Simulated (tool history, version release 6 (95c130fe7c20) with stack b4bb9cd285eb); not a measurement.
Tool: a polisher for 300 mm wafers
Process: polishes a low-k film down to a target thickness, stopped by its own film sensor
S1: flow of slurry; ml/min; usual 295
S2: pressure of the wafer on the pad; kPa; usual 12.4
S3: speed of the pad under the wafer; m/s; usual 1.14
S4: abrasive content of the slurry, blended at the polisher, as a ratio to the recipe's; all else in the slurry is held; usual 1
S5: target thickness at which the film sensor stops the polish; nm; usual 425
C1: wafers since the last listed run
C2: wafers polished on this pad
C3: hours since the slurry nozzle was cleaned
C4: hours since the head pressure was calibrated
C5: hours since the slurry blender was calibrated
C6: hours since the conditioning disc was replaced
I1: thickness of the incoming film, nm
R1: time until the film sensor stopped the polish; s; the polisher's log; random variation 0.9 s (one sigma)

run    hour   S1    S2    S3    S4   S5    C1    C2     C3      C4     C5     C6     I1    R1
  1       0  295  12.4  1.14     1  425     0  1045    158  1152.2  349.9  271.7  456.6  82.1
  2    44.5  270  12.4  0.94     1  425   324  1369  202.5  1196.7  394.4  316.2  448.7    68
      125.8  -- head pressure recalibrated
  3   140.3  295  12.4  0.98     1  425   684  2053  298.3    14.5  490.2    412  446.3  60.1
      262.8  -- slurry blender recalibrated
  4   307.4  295  12.4  1.14     1  425  1204  3258  465.4   181.6   44.6  579.1  445.8  52.6
      332.9  -- conditioning disc replaced and pad reconditioned
  5   361.8  295  12.4  1.14     1  425   382  3640  519.8     236     99   28.9  452.7    70
  6   404.8  295  10.3   1.5     1  425   313  3953  562.8     279    142   71.9  443.8    46
      426.3  -- worn pad replaced by a new one
      468.1  -- slurry nozzle cleaned
  7     518  395  15.2  1.44     1  425   789   661   49.9   392.2  255.2  185.1  450.3  51.2
  8   561.7  295  12.4   1.3     1  425   318   980   93.6   435.9  298.9  228.8  452.8    68
  9   605.7  195  12.4   1.5     1  425   320  1300  137.6   479.9  342.9  272.8  447.4  53.3
 10   654.4  295  12.4  1.14     1  429   355  1656  186.3   528.6  391.6  321.5  443.4  37.8
 11   733.6  295     9   1.5   0.9  421   577  2233  265.5   607.8  470.8  400.7  451.2  90.3
 12   803.3  295  15.2  1.26     1  425   508  2742  335.2   677.5  540.5  470.4    445  47.6
 13   841.9  295  16.5  1.14  1.25  417   281  3023  373.8   716.1  579.1    509  451.8  73.6
      887.1  -- slurry blender recalibrated
      924.4  -- conditioning disc replaced and pad reconditioned
 14   941.6  295  12.4  0.98     1  425   698  3721  473.5   815.8   54.5   17.2  453.1  73.4
     1043.5  -- slurry nozzle cleaned
       1130  -- worn pad replaced by a new one
 15  1207.3  295  14.5  1.14     1  422  1901   563  163.8  1081.5  320.2  282.9  445.6  54.7
 16  1280.3  295  13.8  1.14  1.25  425   532  1096  236.8  1154.5  393.2  355.9  455.5    69
     1375.3  -- head pressure recalibrated
 17  1383.2  335  15.2  1.14     1  425   735  1831  339.7     7.9  496.1  458.8  450.2  58.8
 18  1458.7  190   9.7  1.02  0.85  425   550  2382  415.2    83.4  571.6  534.3  450.6  97.8
 19  1501.9  295  16.5  1.14     1  425   315  2697  458.4   126.6  614.8  577.5  449.7  59.2
     1522.6  -- slurry blender recalibrated
     1537.6  -- conditioning disc replaced and pad reconditioned
 20    1599  230  12.4   0.9   1.2  432   679  3376  555.5   223.7   76.4   61.4  447.7    42
 21  1671.8  295  12.4  1.44  0.75  417   530  3907  628.3   296.5  149.2  134.2  445.7    77
 22    1715  295  12.4  1.14     1  418   315  4222  671.5   339.7  192.4  177.4  449.4  80.8
     1792.2  -- slurry nozzle cleaned
     1796.6  -- worn pad replaced by a new one
 23  1809.1  295  15.2   0.8     1  422   649    91   16.9   433.8  286.5  271.5  450.7  76.6
 24  1906.4  295  12.4  1.14     1  425   709   800  114.2   531.1  383.8  368.8  447.8  61.3
 25  1994.6  295  12.4  1.14     1  425   643  1444  202.4   619.3    472    457  452.2  75.2

Forecast each of these 4 alternatives for the next run:
  A  1995  295  15.2  1.14   1  425   2  1447  202.8  619.7  472.4  457.4  444.5   ?
  B  1995  210  12.4  1.14   1  429   2  1447  202.8  619.7  472.4  457.4  444.5   ?
  C  1995  295  12.4  0.96   1  425   2  1447  202.8  619.7  472.4  457.4  444.5   ?
  D  1995  225  16.5  1.14   1  428   2  1447  202.8  619.7  472.4  457.4  444.5   ?

run    R1
  A  47.3
  B  43.7
  C  57.5
  D  38.5
Without the tool's hidden state the same runs would have given:
run    R1
  A  42.7
  B  39.4
  C  51.9
  D  34.8

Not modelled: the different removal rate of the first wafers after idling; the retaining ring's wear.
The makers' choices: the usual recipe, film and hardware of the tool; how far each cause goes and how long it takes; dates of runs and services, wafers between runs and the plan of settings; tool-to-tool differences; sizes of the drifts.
